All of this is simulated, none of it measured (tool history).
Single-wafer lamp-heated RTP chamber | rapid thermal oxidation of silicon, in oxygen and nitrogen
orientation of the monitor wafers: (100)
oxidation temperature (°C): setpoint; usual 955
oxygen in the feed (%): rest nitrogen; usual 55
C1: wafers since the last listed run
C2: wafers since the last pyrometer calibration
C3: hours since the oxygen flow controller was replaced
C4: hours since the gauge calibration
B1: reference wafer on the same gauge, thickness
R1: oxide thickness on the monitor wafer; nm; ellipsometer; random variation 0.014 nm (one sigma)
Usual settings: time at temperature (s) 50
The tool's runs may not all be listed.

run 1 hour=0.0 | oxidation_temperature_(°C)=955 time_at_temperature_(s)=50 oxygen_in_the_feed_(%)=55 | C1=0 C2=2501 C3=2611.4 C4=113.6 | B1=3.039 | R1=3.134
run 2 hour=31.3 | oxidation_temperature_(°C)=955 time_at_temperature_(s)=50 oxygen_in_the_feed_(%)=55 | C1=280 C2=2781 C3=2642.7 C4=144.9 | B1=3.047 | R1=3.155
run 3 hour=65.7 | oxidation_temperature_(°C)=955 time_at_temperature_(s)=50 oxygen_in_the_feed_(%)=55 | C1=307 C2=3089 C3=2677.1 C4=179.3 | B1=3.045 | R1=3.169
run 4 hour=100.1 | oxidation_temperature_(°C)=955 time_at_temperature_(s)=50 oxygen_in_the_feed_(%)=55 | C1=307 C2=3397 C3=2711.5 C4=213.7 | B1=3.037 | R1=3.146
run 5 hour=133.4 | oxidation_temperature_(°C)=955 time_at_temperature_(s)=50 oxygen_in_the_feed_(%)=55 | C1=298 C2=3695 C3=2744.8 C4=247.0 | B1=3.048 | R1=3.155
run 6 hour=155.4 | oxidation_temperature_(°C)=955 time_at_temperature_(s)=50 oxygen_in_the_feed_(%)=55 | C1=196 C2=3892 C3=2766.8 C4=269.0 | B1=3.047 | R1=3.152
run 7 hour=184.9 | oxidation_temperature_(°C)=955 time_at_temperature_(s)=50 oxygen_in_the_feed_(%)=55 | C1=264 C2=4156 C3=2796.3 C4=298.5 | B1=3.051 | R1=3.185
run 8 hour=205.9 | oxidation_temperature_(°C)=974 time_at_temperature_(s)=65 oxygen_in_the_feed_(%)=55 | C1=187 C2=4344 C3=2817.3 C4=319.5 | B1=3.056 | R1=3.942
run 9 hour=224.3 | oxidation_temperature_(°C)=955 time_at_temperature_(s)=50 oxygen_in_the_feed_(%)=55 | C1=164 C2=4508 C3=2835.7 C4=337.9 | B1=3.056 | R1=3.170
run 10 hour=265.4 | oxidation_temperature_(°C)=955 time_at_temperature_(s)=50 oxygen_in_the_feed_(%)=55 | C1=367 C2=4876 C3=2876.8 C4=379.0 | B1=3.062 | R1=3.170
run 11 hour=298.5 | oxidation_temperature_(°C)=955 time_at_temperature_(s)=50 oxygen_in_the_feed_(%)=55 | C1=296 C2=5173 C3=2909.9 C4=412.1 | B1=3.069 | R1=3.177
-- hour=319.0 oxygen flow controller replaced
run 12 hour=319.5 | oxidation_temperature_(°C)=955 time_at_temperature_(s)=50 oxygen_in_the_feed_(%)=55 | C1=116 C2=5289 C3=0.5 C4=433.1 | B1=3.069 | R1=3.192
run 13 hour=338.0 | oxidation_temperature_(°C)=955 time_at_temperature_(s)=50 oxygen_in_the_feed_(%)=55 | C1=165 C2=5454 C3=19.0 C4=451.6 | B1=3.079 | R1=3.182
run 14 hour=366.5 | oxidation_temperature_(°C)=955 time_at_temperature_(s)=50 oxygen_in_the_feed_(%)=55 | C1=255 C2=5710 C3=47.5 C4=480.1 | B1=3.069 | R1=3.188
run 15 hour=385.7 | oxidation_temperature_(°C)=955 time_at_temperature_(s)=50 oxygen_in_the_feed_(%)=55 | C1=171 C2=5881 C3=66.7 C4=499.3 | B1=3.077 | R1=3.188
run 16 hour=405.9 | oxidation_temperature_(°C)=955 time_at_temperature_(s)=50 oxygen_in_the_feed_(%)=55 | C1=180 C2=6062 C3=86.9 C4=519.5 | B1=3.080 | R1=3.191
run 17 hour=437.9 | oxidation_temperature_(°C)=955 time_at_temperature_(s)=37 oxygen_in_the_feed_(%)=55 | C1=286 C2=6349 C3=118.9 C4=551.5 | B1=3.083 | R1=2.902
run 18 hour=467.9 | oxidation_temperature_(°C)=973 time_at_temperature_(s)=74 oxygen_in_the_feed_(%)=66 | C1=268 C2=6617 C3=148.9 C4=581.5 | B1=3.087 | R1=4.427
run 19 hour=498.4 | oxidation_temperature_(°C)=955 time_at_temperature_(s)=68 oxygen_in_the_feed_(%)=55 | C1=272 C2=6890 C3=179.4 C4=612.0 | B1=3.101 | R1=3.582
run 20 hour=517.5 | oxidation_temperature_(°C)=935 time_at_temperature_(s)=74 oxygen_in_the_feed_(%)=33 | C1=170 C2=7061 C3=198.5 C4=631.1 | B1=3.096 | R1=2.896
run 21 hour=551.0 | oxidation_temperature_(°C)=955 time_at_temperature_(s)=59 oxygen_in_the_feed_(%)=55 | C1=299 C2=7361 C3=232.0 C4=664.6 | B1=3.109 | R1=3.429
run 22 hour=568.2 | oxidation_temperature_(°C)=955 time_at_temperature_(s)=50 oxygen_in_the_feed_(%)=55 | C1=153 C2=7515 C3=249.2 C4=681.8 | B1=3.112 | R1=3.211
-- hour=601.4 pyrometer window cleaned and pyrometer calibrated
run 23 hour=601.9 | oxidation_temperature_(°C)=955 time_at_temperature_(s)=50 oxygen_in_the_feed_(%)=55 | C1=230 C2=4 C3=282.9 C4=715.5 | B1=3.125 | R1=3.250

Run 24 comes next. What will it give?
run 24 hour=630.7 | oxidation_temperature_(°C)=936 time_at_temperature_(s)=50 oxygen_in_the_feed_(%)=41 | C1=257 C2=262 C3=311.7 C4=744.3 | B1=? | R1=?

Run 24 gave B1 3.123, R1 2.750 nm.
Without the tool's hidden state the same run would have given R1 2.682 nm.
